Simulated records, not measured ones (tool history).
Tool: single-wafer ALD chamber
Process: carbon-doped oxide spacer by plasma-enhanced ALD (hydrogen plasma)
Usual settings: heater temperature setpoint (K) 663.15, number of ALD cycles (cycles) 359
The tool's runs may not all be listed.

run   hour  heater temperature setpoint (K)  number of ALD cycles (cycles)  read-back reference wafer on the same gauge, thickness_nm  mean film thickness on the monitor wafer (angstrom)
  1    0.0                           671.15                            412                                                     18.911                                               196.29
  2    8.0                           671.15                            412                                                     18.924                                               196.33
  3   24.3                           658.15                            359                                                     18.894                                               170.28
  4   39.7                           663.15                            333                                                     18.867                                               158.48
  5   50.9                           654.15                            359                                                     18.864                                               170.62
  6   62.8                           663.15                            359                                                     18.862                                               169.71
  7   76.1                           663.15                            359                                                     18.860                                               170.74
  8  123.8                           659.15                            359                                                     18.830                                               170.62
     164.6  -- gauge calibrated
  9  174.0                           663.15                            298                                                     18.998                                               142.37
 10  186.2                           663.15                            333                                                     18.951                                               158.81
     201.4  -- thermocouple changed; heater temperature recalibrated
 11  201.9                           677.15                            320                                                     18.932                                               150.68
 12  202.7                           656.15                            411                                                     18.940                                               196.80
 13  219.6                           663.15                            404                                                     18.903                                               192.60
 14  227.3                           663.15                            359                                                     18.910                                               170.46
 15  243.2                           663.15                            359                                                     18.900                                               171.37
 16  259.0                           656.15                            325                                                     18.897                                               155.13

Forecast each of these 5 alternatives for the next run:
  A  259.9                           663.15                            410                                                          ?                                                    ?
  B  259.9                           669.15                            297                                                          ?                                                    ?
  C  259.9                           648.15                            308                                                          ?                                                    ?
  D  259.9                           677.15                            335                                                          ?                                                    ?
  E  259.9                           668.15                            309                                                          ?                                                    ?

run  read-back reference wafer on the same gauge, thickness_nm  mean film thickness on the monitor wafer (angstrom)
  A                                                     18.896                                               194.49
  B                                                     18.896                                               140.89
  C                                                     18.896                                               146.11
  D                                                     18.896                                               156.07
  E                                                     18.896                                               146.58
Without the tool's hidden state the same runs would have given:
run  mean film thickness on the monitor wafer (angstrom)
  A                                               195.63
  B                                               141.71
  C                                               146.96
  D                                               156.98
  E                                               147.44

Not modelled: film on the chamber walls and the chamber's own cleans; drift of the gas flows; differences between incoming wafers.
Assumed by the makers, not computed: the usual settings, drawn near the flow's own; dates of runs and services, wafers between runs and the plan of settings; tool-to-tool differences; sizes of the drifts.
